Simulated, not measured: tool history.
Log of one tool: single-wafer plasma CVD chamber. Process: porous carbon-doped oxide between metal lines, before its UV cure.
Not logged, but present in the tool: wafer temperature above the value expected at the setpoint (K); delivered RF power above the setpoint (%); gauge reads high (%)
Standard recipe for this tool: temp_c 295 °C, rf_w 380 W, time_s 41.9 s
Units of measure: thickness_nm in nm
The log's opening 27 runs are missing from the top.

run,hour,temp_c,rf_w,time_s,wafers since the last listed run,hours since the last thermocouple change,hours since the last RF generator calibration,hours since the showerhead was replaced,hours since the gauge calibration,"read-back reference wafer on the same gauge, thickness_nm",thickness_nm
28,1575.1,303,380,35.3,869,232.6,765.7,194.1,657.1,158.382,144.234
29,1611.8,287,320,36.7,663,269.3,802.4,230.8,693.8,158.403,148.970
30,1671.8,295,380,41.9,1084,329.3,862.4,290.8,753.8,158.091,177.453
31,1712.2,295,430,37.1,730,369.7,902.8,331.2,794.2,158.047,167.707
32,1738.4,286,430,36.4,473,395.9,929.0,357.4,820.4,158.105,171.809
33,1929.7,295,380,41.9,3456,587.2,1120.3,548.7,1011.7,157.880,176.389
34,1992.8,295,380,41.9,1140,650.3,1183.4,611.8,1074.8,157.708,177.246
# hour 2002.1: RF generator calibrated
35,2026.0,306,310,41.9,455,683.5,23.9,645.0,1108.0,157.847,150.947

Consider 3 possible next runs. They are alternatives, not a sequence: every one starts from the tool as it was left by run 35. What does each give?
A,2026.4,295,400,41.9,7,683.9,24.3,645.4,1108.4,?,?
B,2026.4,303,320,41.9,7,683.9,24.3,645.4,1108.4,?,?
C,2026.4,281,380,41.9,7,683.9,24.3,645.4,1108.4,?,?

run,"read-back reference wafer on the same gauge, thickness_nm",thickness_nm
A,157.701,181.160
B,157.701,155.372
C,157.701,190.150
Stripped of hidden state, with their random variation kept, the same runs would have yielded:
run,thickness_nm
A,181.534
B,155.693
C,190.543
